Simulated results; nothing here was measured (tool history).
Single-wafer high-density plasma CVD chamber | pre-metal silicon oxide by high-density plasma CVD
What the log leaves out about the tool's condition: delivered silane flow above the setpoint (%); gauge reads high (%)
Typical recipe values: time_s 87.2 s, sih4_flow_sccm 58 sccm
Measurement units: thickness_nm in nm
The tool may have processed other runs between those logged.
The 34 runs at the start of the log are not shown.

| run | hour | time_s | sih4_flow_sccm | wafers since the last listed run | hours since the silane flow controller was replaced | hours since the gauge calibration | read-back reference wafer on the same gauge, thickness_nm | thickness_nm |
|---|---|---|---|---|---|---|---|---|
| 35 | 785.2 | 80.7 | 58 | 393 | 488.3 | 580.2 | 457.224 | 483.47 |
|  | 802.2 | gauge calibrated |
| 36 | 802.3 | 87.2 | 58 | 191 | 505.4 | 0.1 | 457.376 | 521.771 |
| 37 | 825 | 81.8 | 58 | 253 | 528.1 | 22.8 | 457.114 | 488.156 |
| 38 | 859.6 | 87.2 | 58 | 387 | 562.7 | 57.4 | 457.239 | 520.386 |
| 39 | 876.6 | 87.2 | 58 | 190 | 579.7 | 74.4 | 456.937 | 519.171 |
| 40 | 894.9 | 104.2 | 58 | 204 | 598 | 92.7 | 457.073 | 621.174 |
| 41 | 913.7 | 78.6 | 48 | 210 | 616.8 | 111.5 | 456.952 | 426.581 |
| 42 | 949.2 | 95.3 | 58 | 397 | 652.3 | 147 | 456.921 | 569.208 |
| 43 | 976.3 | 97 | 65 | 303 | 679.4 | 174.1 | 457.002 | 616.141 |
| 44 | 994.4 | 76.1 | 69 | 202 | 697.5 | 192.2 | 456.746 | 497.739 |
| 45 | 1080.8 | 72.5 | 49 | 966 | 783.9 | 278.6 | 456.691 | 397.411 |

What if the next run were any one of these 5? Each begins from the tool's condition after run 45:
| A | 1081.2 | 87.2 | 58 | 4 | 784.3 | 279 | ? | ? |
| B | 1081.2 | 70 | 48 | 4 | 784.3 | 279 | ? | ? |
| C | 1081.2 | 78.9 | 58 | 4 | 784.3 | 279 | ? | ? |
| D | 1081.2 | 72.4 | 58 | 4 | 784.3 | 279 | ? | ? |
| E | 1081.2 | 100.2 | 58 | 4 | 784.3 | 279 | ? | ? |

| run | read-back reference wafer on the same gauge, thickness_nm | thickness_nm |
|---|---|---|
| A | 456.907 | 522.112 |
| B | 456.907 | 381.697 |
| C | 456.907 | 472.415 |
| D | 456.907 | 433.497 |
| E | 456.907 | 599.95 |
With the hidden condition removed and each run's random variation left untouched, the same runs would have given:
| run | thickness_nm |
|---|---|
| A | 522.423 |
| B | 381.925 |
| C | 472.697 |
| D | 433.755 |
| E | 600.308 |
